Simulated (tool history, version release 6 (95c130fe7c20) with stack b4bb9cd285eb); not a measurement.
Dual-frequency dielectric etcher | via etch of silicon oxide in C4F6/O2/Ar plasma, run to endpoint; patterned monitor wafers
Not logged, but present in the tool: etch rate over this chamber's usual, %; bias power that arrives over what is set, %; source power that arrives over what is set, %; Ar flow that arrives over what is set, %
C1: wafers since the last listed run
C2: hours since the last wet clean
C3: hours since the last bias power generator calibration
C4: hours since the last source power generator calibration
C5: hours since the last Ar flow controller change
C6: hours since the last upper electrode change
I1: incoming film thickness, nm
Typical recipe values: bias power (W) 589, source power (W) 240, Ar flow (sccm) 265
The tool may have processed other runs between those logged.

run 1 day=0.000 | bias_power_(W)=589 source_power_(W)=240 Ar_flow_(sccm)=230 | C1=0 C2=62.3 C3=1051.0 C4=1911.3 C5=227.3 C6=207.5 | I1=104.0 | endpoint_time_(s)=23.0
run 2 day=1.933 | bias_power_(W)=589 source_power_(W)=240 Ar_flow_(sccm)=230 | C1=571 C2=108.7 C3=1097.4 C4=1957.7 C5=273.7 C6=253.9 | I1=104.7 | endpoint_time_(s)=22.9
run 3 day=3.471 | bias_power_(W)=589 source_power_(W)=240 Ar_flow_(sccm)=265 | C1=454 C2=145.6 C3=1134.3 C4=1994.6 C5=310.6 C6=290.8 | I1=104.3 | endpoint_time_(s)=23.5
run 4 day=5.838 | bias_power_(W)=589 source_power_(W)=240 Ar_flow_(sccm)=265 | C1=699 C2=202.4 C3=1191.1 C4=2051.4 C5=367.4 C6=347.6 | I1=104.4 | endpoint_time_(s)=23.6
-- day=6.200 source power generator calibrated
run 5 day=10.162 | bias_power_(W)=589 source_power_(W)=240 Ar_flow_(sccm)=265 | C1=1228 C2=306.2 C3=1294.9 C4=95.1 C5=471.2 C6=451.4 | I1=105.1 | endpoint_time_(s)=24.1
run 6 day=12.871 | bias_power_(W)=589 source_power_(W)=240 Ar_flow_(sccm)=265 | C1=800 C2=371.2 C3=1359.9 C4=160.1 C5=536.2 C6=516.4 | I1=103.8 | endpoint_time_(s)=23.9
run 7 day=14.675 | bias_power_(W)=589 source_power_(W)=240 Ar_flow_(sccm)=265 | C1=532 C2=414.5 C3=1403.2 C4=203.4 C5=579.5 C6=559.7 | I1=103.4 | endpoint_time_(s)=24.0
run 8 day=16.771 | bias_power_(W)=510 source_power_(W)=270 Ar_flow_(sccm)=287 | C1=619 C2=464.8 C3=1453.5 C4=253.7 C5=629.8 C6=610.0 | I1=103.9 | endpoint_time_(s)=24.7
run 9 day=19.412 | bias_power_(W)=666 source_power_(W)=240 Ar_flow_(sccm)=265 | C1=780 C2=528.2 C3=1516.9 C4=317.1 C5=693.2 C6=673.4 | I1=103.7 | endpoint_time_(s)=22.6
run 10 day=20.929 | bias_power_(W)=589 source_power_(W)=240 Ar_flow_(sccm)=265 | C1=448 C2=564.6 C3=1553.3 C4=353.5 C5=729.6 C6=709.8 | I1=103.8 | endpoint_time_(s)=24.0
-- day=30.333 wet clean of the chamber
run 11 day=34.138 | bias_power_(W)=644 source_power_(W)=240 Ar_flow_(sccm)=265 | C1=3606 C2=91.3 C3=1870.3 C4=670.5 C5=1046.6 C6=1026.8 | I1=103.8 | endpoint_time_(s)=22.6
run 12 day=37.575 | bias_power_(W)=589 source_power_(W)=280 Ar_flow_(sccm)=292 | C1=1015 C2=173.8 C3=1952.8 C4=753.0 C5=1129.1 C6=1109.3 | I1=103.6 | endpoint_time_(s)=22.1
run 13 day=39.383 | bias_power_(W)=537 source_power_(W)=240 Ar_flow_(sccm)=265 | C1=534 C2=217.2 C3=1996.2 C4=796.4 C5=1172.5 C6=1152.7 | I1=104.8 | endpoint_time_(s)=24.8
run 14 day=43.158 | bias_power_(W)=488 source_power_(W)=280 Ar_flow_(sccm)=230 | C1=1115 C2=307.8 C3=2086.8 C4=887.0 C5=1263.1 C6=1243.3 | I1=104.8 | endpoint_time_(s)=23.7
run 15 day=46.538 | bias_power_(W)=494 source_power_(W)=200 Ar_flow_(sccm)=239 | C1=998 C2=388.9 C3=2167.9 C4=968.1 C5=1344.2 C6=1324.4 | I1=103.9 | endpoint_time_(s)=27.2
run 16 day=48.067 | bias_power_(W)=589 source_power_(W)=240 Ar_flow_(sccm)=265 | C1=451 C2=425.6 C3=2204.6 C4=1004.8 C5=1380.9 C6=1361.1 | I1=103.8 | endpoint_time_(s)=23.8
run 17 day=50.154 | bias_power_(W)=589 source_power_(W)=240 Ar_flow_(sccm)=243 | C1=616 C2=475.7 C3=2254.7 C4=1054.9 C5=1431.0 C6=1411.2 | I1=103.8 | endpoint_time_(s)=23.5
run 18 day=53.296 | bias_power_(W)=543 source_power_(W)=270 Ar_flow_(sccm)=204 | C1=928 C2=551.1 C3=2330.1 C4=1130.3 C5=1506.4 C6=1486.6 | I1=103.8 | endpoint_time_(s)=22.9
-- day=55.275 bias power generator calibrated
-- day=55.575 wet clean of the chamber
run 19 day=55.596 | bias_power_(W)=637 source_power_(W)=240 Ar_flow_(sccm)=237 | C1=540 C2=0.5 C3=7.7 C4=1185.5 C5=1561.6 C6=1541.8 | I1=104.5 | endpoint_time_(s)=22.4
-- day=60.417 Ar flow controller replaced
run 20 day=65.008 | bias_power_(W)=589 source_power_(W)=240 Ar_flow_(sccm)=265 | C1=2706 C2=226.4 C3=233.6 C4=1411.4 C5=110.2 C6=1767.7 | I1=104.6 | endpoint_time_(s)=23.9
run 21 day=67.358 | bias_power_(W)=589 source_power_(W)=240 Ar_flow_(sccm)=265 | C1=694 C2=282.8 C3=290.0 C4=1467.8 C5=166.6 C6=1824.1 | I1=104.0 | endpoint_time_(s)=24.0
run 22 day=71.071 | bias_power_(W)=589 source_power_(W)=220 Ar_flow_(sccm)=265 | C1=1096 C2=371.9 C3=379.1 C4=1556.9 C5=255.7 C6=1913.2 | I1=104.4 | endpoint_time_(s)=24.7
run 23 day=73.879 | bias_power_(W)=589 source_power_(W)=240 Ar_flow_(sccm)=265 | C1=829 C2=439.3 C3=446.5 C4=1624.3 C5=323.1 C6=1980.6 | I1=104.3 | endpoint_time_(s)=23.6
run 24 day=76.267 | bias_power_(W)=734 source_power_(W)=190 Ar_flow_(sccm)=307 | C1=705 C2=496.6 C3=503.8 C4=1681.6 C5=380.4 C6=2037.9 | I1=104.9 | endpoint_time_(s)=24.3
run 25 day=78.738 | bias_power_(W)=520 source_power_(W)=280 Ar_flow_(sccm)=307 | C1=729 C2=555.9 C3=563.1 C4=1740.9 C5=439.7 C6=2097.2 | I1=103.0 | endpoint_time_(s)=23.6
run 26 day=83.496 | bias_power_(W)=589 source_power_(W)=220 Ar_flow_(sccm)=217 | C1=1405 C2=670.1 C3=677.3 C4=1855.1 C5=553.9 C6=2211.4 | I1=103.7 | endpoint_time_(s)=25.1
run 27 day=85.962 | bias_power_(W)=589 source_power_(W)=290 Ar_flow_(sccm)=307 | C1=728 C2=729.3 C3=736.5 C4=1914.3 C5=613.1 C6=2270.6 | I1=102.8 | endpoint_time_(s)=22.2
-- day=87.250 wet clean of the chamber
run 28 day=87.579 | bias_power_(W)=495 source_power_(W)=240 Ar_flow_(sccm)=317 | C1=182 C2=7.9 C3=775.3 C4=1953.1 C5=651.9 C6=2309.4 | I1=104.1 | endpoint_time_(s)=25.6
-- day=89.521 source power generator calibrated
run 29 day=89.604 | bias_power_(W)=490 source_power_(W)=240 Ar_flow_(sccm)=228 | C1=548 C2=56.5 C3=823.9 C4=2.0 C5=700.5 C6=2358.0 | I1=104.4 | endpoint_time_(s)=25.1

Some steps in endpoint time (s), run to run, broken into two amounts with sign: the step expected even without the hidden condition (settings, incoming material, random variation), and the rest, left for the hidden condition together with whatever gauge scatter is not in both the measured and the hidden-condition-free result:
Run 10 -> 11: bias power (W) 589 -> 644, wet clean of the chamber. endpoint time (s) -1.4: hidden state -0.8, all else -0.6.
Run 14 -> 15: bias power (W) 488 -> 494, source power (W) 280 -> 200, Ar flow (sccm) 230 -> 239. endpoint time (s) +3.5: hidden state +0.2, all else +3.3.
Run 27 -> 28: bias power (W) 589 -> 495, source power (W) 290 -> 240, Ar flow (sccm) 307 -> 317, wet clean of the chamber. endpoint time (s) +3.4: hidden state -0.8, all else +4.2.
